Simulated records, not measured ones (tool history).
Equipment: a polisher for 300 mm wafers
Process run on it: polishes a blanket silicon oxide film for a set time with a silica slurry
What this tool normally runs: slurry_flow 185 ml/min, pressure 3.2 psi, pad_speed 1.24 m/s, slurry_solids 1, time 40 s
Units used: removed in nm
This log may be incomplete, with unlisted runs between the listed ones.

run	day	slurry_flow	pressure	pad_speed	slurry_solids	time	incoming thickness of the incoming film, nm	removed
1	0	185	3.2	1.24	1	40	1569.3	104.6
2	1.079	185	3.2	1.24	1	40	1596.3	104.9
3	3.667	185	3.2	1.24	1	40	1574.8	103.9
4	5.238	185	3.2	1.24	1	40	1561.8	104.6
# day 5.346: slurry blender recalibrated
5	6.254	185	3.2	1.24	1	40	1599.4	106.2
# day 8.158: worn pad replaced by a new one
6	9.058	185	3.2	1.54	1	40	1579.3	123.3
7	11.067	185	3.2	1.24	1	49	1583.5	131.5
8	12.721	185	3.2	1.24	1	49	1570	131
9	15.221	185	3.2	1.24	1	40	1582.5	107.4
# day 15.346: slurry blender recalibrated
# day 16.758: worn pad replaced by a new one
10	17.367	185	3.2	1.24	1	40	1580.5	108.8
11	18.538	185	3.2	1.24	1	40	1602	108.9
# day 19.417: conditioning disc replaced and pad reconditioned
12	23.383	185	2.8	1.24	0.85	48	1587.2	106.1
13	24.529	185	3.2	1.24	1	49	1563.6	138.1
# day 25.121: slurry blender recalibrated
# day 26.092: worn pad replaced by a new one
14	26.112	185	2.2	1.56	0.9	51	1569.3	109.4
# day 26.983: slurry nozzle cleaned
15	27.888	185	2.4	1.24	1.2	40	1599.3	94
# day 29.488: head pressure recalibrated
16	30.388	185	2.6	1.24	1	31	1585.7	61.6
17	31.858	185	3.2	1.24	1	40	1577.9	99.6
# day 33.038: slurry blender recalibrated
18	34.046	185	4.3	1.5	0.9	40	1589.4	141.5
19	35.379	185	2.2	1.56	0.75	29	1575.4	48.9
# day 35.746: worn pad replaced by a new one
20	37.55	185	3.2	1.24	1.1	34	1579.5	87.1
21	39.421	230	3.2	1.24	1.2	40	1583.4	110.3
# day 41.296: conditioning disc replaced and pad reconditioned
22	41.892	185	2.3	1.6	1	40	1597.5	84
# day 42.888: slurry blender recalibrated
23	43.758	150	3.2	1.24	0.85	40	1565.6	86.5

Selected run-to-run steps in removed, each split into two signed amounts: the part the tool would show with no hidden state at all (from settings, incoming material and random variation), and the remainder, which goes to the hidden state together with any gauge scatter not common to the measured and the hidden-state-free results:
The tool's hidden condition here consists of: removal rate lost through wear of the pad, %; slurry flow missing at the pad, %; deviation of the head's pressure from its setpoint, %; abrasive missing from the slurry, %; time polished since the conditioner stopped cutting, s.
Run 12 -> 13: pressure 2.8 -> 3.2, slurry_solids 0.85 -> 1, time 48 -> 49. removed +32 nm: hidden state +3.8, all else +28.2.
Run 15 -> 16: pressure 2.4 -> 2.6, slurry_solids 1.2 -> 1, time 40 -> 31, head pressure recalibrated. removed -32.4 nm: hidden state -12.4, all else -20.
Run 17 -> 18: pressure 3.2 -> 4.3, pad_speed 1.24 -> 1.5, slurry_solids 1 -> 0.9, slurry blender recalibrated. removed +41.9 nm: hidden state -0.7, all else +42.6.
Run 18 -> 19: pressure 4.3 -> 2.2, pad_speed 1.5 -> 1.56, slurry_solids 0.9 -> 0.75, time 40 -> 29. removed -92.6 nm: hidden state +1.7, all else -94.3.
